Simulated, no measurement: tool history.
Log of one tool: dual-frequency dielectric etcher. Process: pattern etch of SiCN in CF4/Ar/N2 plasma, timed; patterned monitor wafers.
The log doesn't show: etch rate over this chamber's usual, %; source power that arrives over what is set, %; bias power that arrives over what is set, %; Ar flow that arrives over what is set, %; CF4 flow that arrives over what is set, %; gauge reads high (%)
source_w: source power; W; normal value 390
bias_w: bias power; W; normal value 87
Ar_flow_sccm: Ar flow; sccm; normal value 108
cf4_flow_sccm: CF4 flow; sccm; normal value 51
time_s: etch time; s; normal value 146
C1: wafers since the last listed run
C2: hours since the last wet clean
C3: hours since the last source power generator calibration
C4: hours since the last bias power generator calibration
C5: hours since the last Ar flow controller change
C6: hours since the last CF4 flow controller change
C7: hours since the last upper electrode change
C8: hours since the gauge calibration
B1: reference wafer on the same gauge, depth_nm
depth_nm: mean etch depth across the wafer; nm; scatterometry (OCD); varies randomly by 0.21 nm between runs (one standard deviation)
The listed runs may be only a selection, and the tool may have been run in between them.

Run 1, day 0: usual settings; C1 0; C2 187.5; C3 2943.9; C4 1887.7; C5 5646.8; C6 4686.3; C7 3552; C8 379.5; B1 106.9. Result: depth_nm 101.5 nm.
Run 2, day 0.921: usual settings but source_w 410 W, time_s 124.5 s; C1 183; C2 209.6; C3 2966; C4 1909.8; C5 5668.9; C6 4708.4; C7 3574.1; C8 401.6; B1 107.1. Result: depth_nm 90.7 nm.
Run 3, day 2.167: usual settings; C1 247; C2 239.5; C3 2995.9; C4 1939.7; C5 5698.8; C6 4738.3; C7 3604; C8 431.5; B1 107.2. Result: depth_nm 101 nm.
Run 4, day 3.521: usual settings but cf4_flow_sccm 58 sccm; C1 269; C2 272; C3 3028.4; C4 1972.2; C5 5731.3; C6 4770.8; C7 3636.5; C8 464; B1 107.4. Result: depth_nm 103.7 nm.
Run 5, day 4.104: usual settings but cf4_flow_sccm 58 sccm; C1 116; C2 286; C3 3042.4; C4 1986.2; C5 5745.3; C6 4784.8; C7 3650.5; C8 478; B1 107.5. Result: depth_nm 103.2 nm.
At day 5.125: gauge calibrated.
Run 6, day 5.388: usual settings but cf4_flow_sccm 58 sccm; C1 255; C2 316.8; C3 3073.2; C4 2017; C5 5776.1; C6 4815.6; C7 3681.3; C8 6.3; B1 105.9. Result: depth_nm 101.8 nm.
At day 5.725: source power generator calibrated.
Run 7, day 6.292: usual settings but source_w 350 W; C1 146; C2 338.5; C3 13.6; C4 2038.7; C5 5797.8; C6 4837.3; C7 3703; C8 28; B1 105.9. Result: depth_nm 89 nm.
At day 7.075: bias power generator calibrated.
Run 8, day 7.433: usual settings; C1 193; C2 365.9; C3 41; C4 8.6; C5 5825.2; C6 4864.7; C7 3730.4; C8 55.4; B1 105.9. Result: depth_nm 99.7 nm.
Run 9, day 8.488: usual settings but cf4_flow_sccm 61 sccm; C1 209; C2 391.2; C3 66.3; C4 33.9; C5 5850.5; C6 4890; C7 3755.7; C8 80.7; B1 106. Result: depth_nm 102.8 nm.
Run 10, day 9.208: usual settings but Ar_flow_sccm 88 sccm; C1 143; C2 408.5; C3 83.6; C4 51.2; C5 5867.8; C6 4907.3; C7 3773; C8 98; B1 106. Result: depth_nm 102.9 nm.
Run 11, day 10.183: usual settings but source_w 350 W; C1 193; C2 431.9; C3 107; C4 74.6; C5 5891.2; C6 4930.7; C7 3796.4; C8 121.4; B1 105.9. Result: depth_nm 89.2 nm.
Run 12, day 11.538: usual settings but bias_w 104 W, Ar_flow_sccm 91 sccm, cf4_flow_sccm 56 sccm, time_s 113.5 s; C1 269; C2 464.4; C3 139.5; C4 107.1; C5 5923.7; C6 4963.2; C7 3828.9; C8 153.9; B1 106. Result: depth_nm 85.2 nm.
At day 12.071: Ar flow controller replaced.
At day 12.658: wet clean of the chamber.
At day 13.167: upper electrode replaced.
Run 13, day 13.188: usual settings; C1 60; C2 12.7; C3 179.1; C4 146.7; C5 26.8; C6 5002.8; C7 0.5; C8 193.5; B1 106.1. Result: depth_nm 100.4 nm.
Run 14, day 13.204: usual settings but Ar_flow_sccm 127 sccm; C1 3; C2 13.1; C3 179.5; C4 147.1; C5 27.2; C6 5003.2; C7 0.9; C8 193.9; B1 106.1. Result: depth_nm 98 nm.
Run 15, day 14.179: usual settings but source_w 450 W, Ar_flow_sccm 125 sccm; C1 193; C2 36.5; C3 202.9; C4 170.5; C5 50.6; C6 5026.6; C7 24.3; C8 217.3; B1 106.2. Result: depth_nm 113.8 nm.
At day 14.508: CF4 flow controller replaced.
Run 16, day 15.125: usual settings; C1 138; C2 59.2; C3 225.6; C4 193.2; C5 73.3; C6 14.8; C7 47; C8 240; B1 106.3. Result: depth_nm 100 nm.
Run 17, day 16.425: usual settings but Ar_flow_sccm 99 sccm, cf4_flow_sccm 63 sccm, time_s 103.5 s; C1 258; C2 90.4; C3 256.8; C4 224.4; C5 104.5; C6 46; C7 78.2; C8 271.2; B1 106.3. Result: depth_nm 74.4 nm.
Run 18, day 17.208: usual settings; C1 155; C2 109.2; C3 275.6; C4 243.2; C5 123.3; C6 64.8; C7 97; C8 290; B1 106.4. Result: depth_nm 100.1 nm.
Run 19, day 17.721: usual settings but source_w 320 W, time_s 157.5 s; C1 101; C2 121.5; C3 287.9; C4 255.5; C5 135.6; C6 77.1; C7 109.3; C8 302.3; B1 106.5. Result: depth_nm 87.7 nm.
Run 20, day 18.533: usual settings but source_w 440 W; C1 161; C2 141; C3 307.4; C4 275; C5 155.1; C6 96.6; C7 128.8; C8 321.8; B1 106.5. Result: depth_nm 114.1 nm.
Run 21, day 19.221: usual settings but bias_w 69 W, time_s 113 s; C1 136; C2 157.5; C3 323.9; C4 291.5; C5 171.6; C6 113.1; C7 145.3; C8 338.3; B1 106.5. Result: depth_nm 72.9 nm.

Each row is a separate what-if for the run after 21, all from the same tool condition, not one after another. Results?
Run A, day 19.242: usual settings; C1 4; C2 158; C3 324.4; C4 292; C5 172.1; C6 113.6; C7 145.8; C8 338.8; B1 ?. Result: depth_nm ?.
Run B, day 19.242: usual settings but source_w 310 W; C1 4; C2 158; C3 324.4; C4 292; C5 172.1; C6 113.6; C7 145.8; C8 338.8; B1 ?. Result: depth_nm ?.
Run C, day 19.242: usual settings but Ar_flow_sccm 95 sccm, time_s 118 s; C1 4; C2 158; C3 324.4; C4 292; C5 172.1; C6 113.6; C7 145.8; C8 338.8; B1 ?. Result: depth_nm ?.
Run D, day 19.242: usual settings but source_w 330 W; C1 4; C2 158; C3 324.4; C4 292; C5 172.1; C6 113.6; C7 145.8; C8 338.8; B1 ?. Result: depth_nm ?.

run     B1  depth_nm
  A  106.6     100.5
  B  106.6      78.6
  C  106.6      82.7
  D  106.6      84.2
Take away the tool's hidden state, keep each run's random variation, and the runs would have read:
run  depth_nm
  A      99.8
  B      78.1
  C      82.1
  D      83.6
